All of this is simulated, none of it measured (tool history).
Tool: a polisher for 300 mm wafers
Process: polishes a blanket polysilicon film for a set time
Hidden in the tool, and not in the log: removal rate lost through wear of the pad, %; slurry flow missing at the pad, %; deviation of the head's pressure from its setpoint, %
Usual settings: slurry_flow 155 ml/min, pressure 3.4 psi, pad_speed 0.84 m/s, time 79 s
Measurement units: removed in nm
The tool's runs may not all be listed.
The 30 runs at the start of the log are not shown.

run	hour	slurry_flow	pressure	pad_speed	time	wafers since the last listed run	wafers polished on this pad	hours since the slurry nozzle was cleaned	hours since the head pressure was calibrated	incoming thickness of the incoming film, nm	removed
31	2557.1	155	3.4	0.84	79	682	6125	188.3	519	1946.7	574.6
32	2639.5	175	3.4	0.84	79	990	7116	270.7	601.4	1918.5	565.4
33	2720.9	155	3.4	0.84	79	978	8094	352.1	682.8	1910.6	564.9
# hour 2767.8: worn pad replaced by a new one
34	2796.5	135	3.7	0.62	97	860	345	427.7	758.4	1918.4	563.9
35	2870	135	3.4	0.68	79	883	1228	501.2	831.9	1929.1	447.9
36	2952.3	190	3.4	0.84	79	989	2217	583.5	914.2	1893.3	576.7
37	2992.8	155	3.4	0.84	79	486	2704	624	954.7	1954.8	579.7
38	3050.8	155	4	0.56	79	697	3401	682	1012.7	1954.7	451.1

Consider 3 possible next runs. They are alternatives, not a sequence: every one starts from the tool as it was left by run 38. What does each give?
A	3051.2	155	3.4	0.94	79	4	3406	682.4	1013.1	1921.4	?
B	3051.2	175	3.4	1.02	51	4	3406	682.4	1013.1	1921.4	?
C	3051.2	190	3.4	1.02	53	4	3406	682.4	1013.1	1921.4	?

run	removed
A	650.8
B	461.9
C	484.2
Had the tool no hidden state, the same runs would have come out as:
run	removed
A	650.8
B	461.9
C	484.2
